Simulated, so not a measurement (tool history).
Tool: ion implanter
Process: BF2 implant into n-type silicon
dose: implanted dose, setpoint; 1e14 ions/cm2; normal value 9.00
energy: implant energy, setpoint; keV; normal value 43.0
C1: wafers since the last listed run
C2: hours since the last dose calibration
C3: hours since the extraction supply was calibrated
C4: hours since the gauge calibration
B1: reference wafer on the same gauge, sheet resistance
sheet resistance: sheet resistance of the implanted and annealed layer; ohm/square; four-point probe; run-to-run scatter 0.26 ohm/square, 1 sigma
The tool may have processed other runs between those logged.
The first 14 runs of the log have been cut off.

{"run": 15, "hour": 273.1, "dose": 9.0, "energy": 43.0, "C1": 150, "C2": 1301.7, "C3": 2157.6, "C4": 374.6, "B1": 174.0, "sheet resistance": 174.98}
{"hour": 281.9, "done": "Faraday cup replaced and dose calibrated"}
{"run": 16, "hour": 326.3, "dose": 9.0, "energy": 43.0, "C1": 503, "C2": 44.4, "C3": 2210.8, "C4": 427.8, "B1": 174.12, "sheet resistance": 172.58}
{"run": 17, "hour": 335.5, "dose": 9.0, "energy": 43.0, "C1": 102, "C2": 53.6, "C3": 2220.0, "C4": 437.0, "B1": 174.11, "sheet resistance": 172.89}
{"run": 18, "hour": 346.5, "dose": 9.0, "energy": 43.0, "C1": 122, "C2": 64.6, "C3": 2231.0, "C4": 448.0, "B1": 173.93, "sheet resistance": 172.81}
{"run": 19, "hour": 358.6, "dose": 9.0, "energy": 49.0, "C1": 134, "C2": 76.7, "C3": 2243.1, "C4": 460.1, "B1": 174.11, "sheet resistance": 165.36}
{"hour": 362.7, "done": "gauge calibrated"}
{"run": 20, "hour": 366.0, "dose": 9.0, "energy": 43.0, "C1": 82, "C2": 84.1, "C3": 2250.5, "C4": 3.3, "B1": 174.0, "sheet resistance": 173.29}
{"run": 21, "hour": 378.0, "dose": 7.97, "energy": 36.0, "C1": 133, "C2": 96.1, "C3": 2262.5, "C4": 15.3, "B1": 174.04, "sheet resistance": 195.12}
{"run": 22, "hour": 384.9, "dose": 7.88, "energy": 43.0, "C1": 76, "C2": 103.0, "C3": 2269.4, "C4": 22.2, "B1": 173.81, "sheet resistance": 185.41}
{"run": 23, "hour": 393.7, "dose": 9.0, "energy": 43.0, "C1": 97, "C2": 111.8, "C3": 2278.2, "C4": 31.0, "B1": 174.14, "sheet resistance": 172.8}
{"hour": 402.9, "done": "extraction supply calibrated"}
{"run": 24, "hour": 404.4, "dose": 11.34, "energy": 43.0, "C1": 30, "C2": 122.5, "C3": 1.5, "C4": 41.7, "B1": 173.81, "sheet resistance": 157.35}
{"run": 25, "hour": 414.2, "dose": 7.3, "energy": 55.5, "C1": 109, "C2": 132.3, "C3": 11.3, "C4": 51.5, "B1": 174.19, "sheet resistance": 184.48}
{"run": 26, "hour": 423.9, "dose": 6.42, "energy": 52.5, "C1": 107, "C2": 142.0, "C3": 21.0, "C4": 61.2, "B1": 173.91, "sheet resistance": 204.98}
{"run": 27, "hour": 439.1, "dose": 10.92, "energy": 37.5, "C1": 169, "C2": 157.2, "C3": 36.2, "C4": 76.4, "B1": 173.98, "sheet resistance": 169.75}
{"run": 28, "hour": 450.2, "dose": 9.0, "energy": 43.0, "C1": 123, "C2": 168.3, "C3": 47.3, "C4": 87.5, "B1": 173.91, "sheet resistance": 173.17}
{"run": 29, "hour": 460.5, "dose": 7.61, "energy": 48.0, "C1": 114, "C2": 178.6, "C3": 57.6, "C4": 97.8, "B1": 174.04, "sheet resistance": 184.46}
{"run": 30, "hour": 476.1, "dose": 9.0, "energy": 43.0, "C1": 173, "C2": 194.2, "C3": 73.2, "C4": 113.4, "B1": 173.96, "sheet resistance": 173.29}
{"run": 31, "hour": 491.5, "dose": 9.0, "energy": 29.5, "C1": 171, "C2": 209.6, "C3": 88.6, "C4": 128.8, "B1": 174.05, "sheet resistance": 201.82}
{"run": 32, "hour": 497.6, "dose": 9.0, "energy": 33.0, "C1": 67, "C2": 215.7, "C3": 94.7, "C4": 134.9, "B1": 174.1, "sheet resistance": 192.12}
{"run": 33, "hour": 512.5, "dose": 7.41, "energy": 37.5, "C1": 165, "C2": 230.6, "C3": 109.6, "C4": 149.8, "B1": 174.06, "sheet resistance": 200.7}
{"run": 34, "hour": 522.2, "dose": 7.14, "energy": 55.5, "C1": 107, "C2": 240.3, "C3": 119.3, "C4": 159.5, "B1": 173.97, "sheet resistance": 188.43}
{"run": 35, "hour": 531.5, "dose": 9.0, "energy": 43.0, "C1": 103, "C2": 249.6, "C3": 128.6, "C4": 168.8, "B1": 174.1, "sheet resistance": 173.72}
{"run": 36, "hour": 538.3, "dose": 7.0, "energy": 49.5, "C1": 75, "C2": 256.4, "C3": 135.4, "C4": 175.6, "B1": 174.0, "sheet resistance": 194.55}
{"run": 37, "hour": 547.2, "dose": 11.3, "energy": 32.5, "C1": 99, "C2": 265.3, "C3": 144.3, "C4": 184.5, "B1": 174.07, "sheet resistance": 180.1}

3 ways to go on from here, each from the tool as it stands after run 37. What would each give?
{"run": "A", "hour": 547.6, "dose": 10.97, "energy": 43.0, "C1": 4, "C2": 265.7, "C3": 144.7, "C4": 184.9, "B1": "?", "sheet resistance": "?"}
{"run": "B", "hour": 547.6, "dose": 10.78, "energy": 49.0, "C1": 4, "C2": 265.7, "C3": 144.7, "C4": 184.9, "B1": "?", "sheet resistance": "?"}
{"run": "C", "hour": 547.6, "dose": 6.58, "energy": 54.0, "C1": 4, "C2": 265.7, "C3": 144.7, "C4": 184.9, "B1": "?", "sheet resistance": "?"}

run=A B1=173.97 sheet_resistance=159.69
run=B B1=173.97 sheet_resistance=152.28
run=C B1=173.97 sheet_resistance=201.87
What these runs would have given with no unlogged condition in the tool:
run=A sheet_resistance=158.97
run=B sheet_resistance=151.46
run=C sheet_resistance=199.94
